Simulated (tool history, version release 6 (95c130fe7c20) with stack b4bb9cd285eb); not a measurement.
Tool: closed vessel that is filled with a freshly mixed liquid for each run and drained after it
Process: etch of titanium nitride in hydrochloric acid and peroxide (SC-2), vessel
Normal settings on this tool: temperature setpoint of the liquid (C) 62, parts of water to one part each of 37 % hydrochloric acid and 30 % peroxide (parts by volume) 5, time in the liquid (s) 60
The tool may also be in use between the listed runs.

run,hour,temperature setpoint of the liquid (C),parts of water to one part each of 37 % hydrochloric acid and 30 % peroxide (parts by volume),time in the liquid (s),"read-back film thickness of the titanium nitride reference wafer, read on the same gauge (nm)",thickness taken off the titanium nitride on a monitor wafer (Å)
1,0,62,5,60,29.9,104.6
2,41.2,62,5,60,29.81,106.2
3,151.8,62,5,60,29.69,104.8
4,179.5,62,5,60,29.67,105.3
# hour 294.5: new drum of peroxide connected
5,348.2,65,5,60,29.39,125.1
# hour 353.2: gauge calibrated
6,387.9,65,5,60,30.01,128.4
7,438.6,65,5,60,29.98,127.4
# hour 487.7: chemicals flow meter replaced
8,508.6,62,5,60,29.97,105.5
9,541.6,62,5,60,29.9,106
# hour 637.3: thermometer replaced
10,647.9,62,5,60,29.81,105.2
11,719,62,5,85,29.71,149.2
12,775.9,71,6.5,80,29.65,197.8
13,819.7,62,5,60,29.54,104.9
# hour 830: gauge calibrated
14,863.6,66,5,60,29.91,136
15,911.2,69.5,5,30,29.91,83.9
16,977.7,62,5,35,29.89,61.6

Run-by-run hidden state of the tool:
liquid colder than its thermometer reads (K): 0, the same for each run
chemicals flow above the setpoint (%): 0, the same for each run
peroxide weaker than its label (%): 0, the same for each run
H1: gauge reads high (%)
run,H1
1,-0.402
2,-0.513
3,-0.932
4,-1.07
5,-2.12
6,-0.00172
7,-0.0461
8,-0.169
9,-0.251
10,-0.625
11,-0.968
12,-1.29
13,-1.58
14,-0.228
15,-0.268
16,-0.379

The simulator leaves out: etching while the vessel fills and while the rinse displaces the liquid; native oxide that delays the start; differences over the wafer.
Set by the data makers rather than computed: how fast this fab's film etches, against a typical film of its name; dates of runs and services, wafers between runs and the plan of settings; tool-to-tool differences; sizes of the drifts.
